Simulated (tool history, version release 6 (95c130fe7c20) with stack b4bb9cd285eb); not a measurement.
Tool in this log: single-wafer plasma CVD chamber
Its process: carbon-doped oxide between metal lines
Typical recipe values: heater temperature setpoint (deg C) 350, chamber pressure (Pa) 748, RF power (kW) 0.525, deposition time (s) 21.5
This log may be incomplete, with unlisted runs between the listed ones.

| run | day | heater temperature setpoint (deg C) | chamber pressure (Pa) | RF power (kW) | deposition time (s) | read-back reference wafer on the same gauge, thickness_nm | mean film thickness on the monitor wafer (Å) |
|---|---|---|---|---|---|---|---|
| 1 | 0.000 | 350 | 748 | 0.525 | 21.5 | 135.944 | 1180.74 |
| 2 | 2.017 | 350 | 748 | 0.525 | 24.2 | 135.913 | 1337.66 |
| 3 | 5.608 | 362 | 748 | 0.525 | 21.5 | 135.968 | 1146.76 |
| 4 | 8.450 | 362 | 748 | 0.525 | 21.5 | 136.029 | 1147.72 |
| 5 | 10.192 | 362 | 748 | 0.525 | 21.5 | 135.992 | 1147.95 |
| 6 | 14.438 | 350 | 748 | 0.525 | 21.5 | 135.966 | 1182.41 |
| 7 | 17.062 | 350 | 748 | 0.525 | 21.5 | 135.913 | 1180.29 |
| 8 | 19.825 | 350 | 748 | 0.525 | 21.5 | 135.823 | 1186.30 |
|  | 22.038 | capacitance manometer re-zeroed and calibrated |
|  | 22.275 | RF generator calibrated |
| 9 | 23.533 | 363 | 748 | 0.525 | 21.5 | 136.072 | 1146.21 |
| 10 | 26.417 | 356 | 748 | 0.450 | 21.5 | 135.964 | 1027.22 |
| 11 | 29.250 | 350 | 748 | 0.525 | 21.5 | 135.920 | 1180.75 |
| 12 | 32.912 | 350 | 748 | 0.525 | 21.5 | 136.086 | 1178.33 |
|  | 34.033 | thermocouple changed; heater temperature recalibrated |
| 13 | 36.988 | 350 | 748 | 0.525 | 21.5 | 136.003 | 1180.52 |
| 14 | 43.971 | 350 | 748 | 0.525 | 21.5 | 135.938 | 1185.24 |
|  | 44.604 | showerhead replaced |
| 15 | 45.996 | 343 | 673 | 0.580 | 21.5 | 135.995 | 1269.83 |
| 16 | 47.812 | 357 | 748 | 0.525 | 21.5 | 135.877 | 1159.39 |
| 17 | 51.533 | 357 | 748 | 0.555 | 21.5 | 136.242 | 1215.74 |
| 18 | 53.904 | 350 | 817 | 0.555 | 21.5 | 135.936 | 1248.29 |
|  | 55.196 | gauge calibrated |
| 19 | 56.142 | 350 | 748 | 0.525 | 21.5 | 135.901 | 1181.71 |
| 20 | 57.838 | 344 | 932 | 0.480 | 19.4 | 135.920 | 1043.26 |
| 21 | 61.592 | 350 | 748 | 0.525 | 21.5 | 135.991 | 1185.98 |
| 22 | 65.683 | 350 | 748 | 0.610 | 25.1 | 136.117 | 1545.79 |
| 23 | 78.008 | 358 | 692 | 0.525 | 21.5 | 135.959 | 1147.67 |
| 24 | 82.108 | 350 | 748 | 0.525 | 21.5 | 136.119 | 1186.51 |
| 25 | 85.054 | 362 | 575 | 0.525 | 17.7 | 135.912 | 908.05 |
| 26 | 86.617 | 359 | 865 | 0.595 | 25.0 | 136.125 | 1496.21 |
| 27 | 90.808 | 350 | 748 | 0.525 | 18.4 | 136.070 | 1013.99 |
| 28 | 93.504 | 350 | 748 | 0.525 | 21.5 | 136.044 | 1174.63 |
| 29 | 95.575 | 350 | 748 | 0.615 | 24.7 | 136.068 | 1530.85 |

3 ways to go on from here, each from the tool as it stands after run 29. What would each give?
| A | 95.592 | 350 | 611 | 0.525 | 21.5 | ? | ? |
| B | 95.592 | 350 | 748 | 0.555 | 21.5 | ? | ? |
| C | 95.592 | 356 | 748 | 0.525 | 20.1 | ? | ? |

| run | read-back reference wafer on the same gauge, thickness_nm | mean film thickness on the monitor wafer (Å) |
|---|---|---|
| A | 136.042 | 1149.46 |
| B | 136.042 | 1238.82 |
| C | 136.042 | 1097.38 |
What these runs would have given with no unlogged condition in the tool:
| run | mean film thickness on the monitor wafer (Å) |
|---|---|
| A | 1149.46 |
| B | 1238.82 |
| C | 1097.38 |

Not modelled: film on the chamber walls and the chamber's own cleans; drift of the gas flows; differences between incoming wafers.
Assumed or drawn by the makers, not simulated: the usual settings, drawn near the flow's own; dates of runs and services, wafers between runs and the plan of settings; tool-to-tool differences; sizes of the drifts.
